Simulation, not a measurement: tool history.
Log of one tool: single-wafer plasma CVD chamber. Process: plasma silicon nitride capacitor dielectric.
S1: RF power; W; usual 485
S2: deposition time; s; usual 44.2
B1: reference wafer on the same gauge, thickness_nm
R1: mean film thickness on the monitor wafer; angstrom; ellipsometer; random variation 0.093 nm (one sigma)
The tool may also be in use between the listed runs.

Run 1, hour 0: usual settings; B1 59.918. Result: R1 625.58 angstrom.
At hour 1.6: gauge calibrated.
Run 2, hour 7.7: usual settings; B1 59.453. Result: R1 619.35 angstrom.
Run 3, hour 14.1: usual settings but S2 46.3 s; B1 59.495. Result: R1 649.66 angstrom.
Run 4, hour 25.3: usual settings but S2 46.3 s; B1 59.511. Result: R1 651.93 angstrom.
Run 5, hour 64: usual settings but S2 46.3 s; B1 59.576. Result: R1 650.72 angstrom.
Run 6, hour 71.2: usual settings; B1 59.607. Result: R1 621.34 angstrom.
Run 7, hour 80.9: usual settings; B1 59.641. Result: R1 623.45 angstrom.
Run 8, hour 87.7: usual settings but S2 39.9 s; B1 59.648. Result: R1 561.08 angstrom.
Run 9, hour 93.7: usual settings; B1 59.675. Result: R1 622.84 angstrom.
Run 10, hour 111.1: usual settings; B1 59.724. Result: R1 623.22 angstrom.
Run 11, hour 118.9: usual settings; B1 59.741. Result: R1 622.47 angstrom.
Run 12, hour 133.1: usual settings but S2 47 s; B1 59.748. Result: R1 660.65 angstrom.
Run 13, hour 167.4: usual settings but S2 47 s; B1 59.845. Result: R1 662.64 angstrom.
Run 14, hour 182.5: usual settings; B1 59.879. Result: R1 624.24 angstrom.
Run 15, hour 197.1: usual settings but S2 42.3 s; B1 59.912. Result: R1 596.87 angstrom.
At hour 206.8: RF generator calibrated.
Run 16, hour 207.7: usual settings but S1 555 W, S2 37.3 s; B1 59.903. Result: R1 538.32 angstrom.
Run 17, hour 221.7: usual settings but S2 39 s; B1 59.958. Result: R1 552.26 angstrom.
At hour 226.8: gauge calibrated.
Run 18, hour 227.8: usual settings; B1 59.299. Result: R1 617.83 angstrom.
Run 19, hour 238: usual settings; B1 59.367. Result: R1 618.72 angstrom.
At hour 247.8: showerhead replaced.
Run 20, hour 248.3: usual settings but S1 405 W, S2 39.9 s; B1 59.357. Result: R1 544.46 angstrom.
Run 21, hour 255.3: usual settings but S1 565 W, S2 47.6 s; B1 59.39. Result: R1 680.48 angstrom.
Run 22, hour 270.8: usual settings but S2 46.3 s; B1 59.384. Result: R1 648.1 angstrom.
Run 23, hour 280.6: usual settings but S1 570 W, S2 50.6 s; B1 59.385. Result: R1 724.49 angstrom.
Run 24, hour 292.2: usual settings but S1 405 W, S2 52.7 s; B1 59.469. Result: R1 720.84 angstrom.
Run 25, hour 302.7: usual settings but S1 555 W, S2 49.6 s; B1 59.466. Result: R1 711.79 angstrom.
Run 26, hour 317.8: usual settings but S1 510 W, S2 48.8 s; B1 59.502. Result: R1 688.56 angstrom.
Run 27, hour 329.6: usual settings; B1 59.554. Result: R1 620.71 angstrom.
Run 28, hour 338.4: usual settings but S1 440 W, S2 51 s; B1 59.514. Result: R1 706.56 angstrom.
Run 29, hour 379.6: usual settings but S1 455 W, S2 51.1 s; B1 59.651. Result: R1 712.16 angstrom.
Run 30, hour 386.6: usual settings but S1 390 W, S2 47 s; B1 59.663. Result: R1 641.61 angstrom.
Run 31, hour 401.7: usual settings but S1 430 W; B1 59.725. Result: R1 610.89 angstrom.
Run 32, hour 409.9: usual settings but S1 520 W; B1 59.733. Result: R1 629.22 angstrom.
Run 33, hour 423.3: usual settings but S1 425 W; B1 59.734. Result: R1 610.39 angstrom.
Run 34, hour 434.4: usual settings but S1 575 W, S2 40.7 s; B1 59.784. Result: R1 588.73 angstrom.
Run 35, hour 443.5: usual settings but S2 52 s; B1 59.794. Result: R1 735.09 angstrom.
Run 36, hour 455.4: usual settings; B1 59.784. Result: R1 623.2 angstrom.
Run 37, hour 471.9: usual settings; B1 59.89. Result: R1 623.95 angstrom.
Run 38, hour 478: usual settings but S2 41.9 s; B1 59.919. Result: R1 591.01 angstrom.

Forecast each of these 4 alternatives for the next run:
Run A, hour 478.4: usual settings but S1 575 W; B1 ?. Result: R1 ?.
Run B, hour 478.4: usual settings but S1 580 W, S2 51 s; B1 ?. Result: R1 ?.
Run C, hour 478.4: usual settings but S2 46.5 s; B1 ?. Result: R1 ?.
Run D, hour 478.4: usual settings but S1 520 W, S2 48.4 s; B1 ?. Result: R1 ?.

run      B1      R1
  A  59.902  641.31
  B  59.902  741.03
  C  59.902   656.7
  D  59.902  690.95
Without the tool's hidden state the same runs would have given:
run      R1
  A  636.07
  B  734.98
  C  651.34
  D  685.31
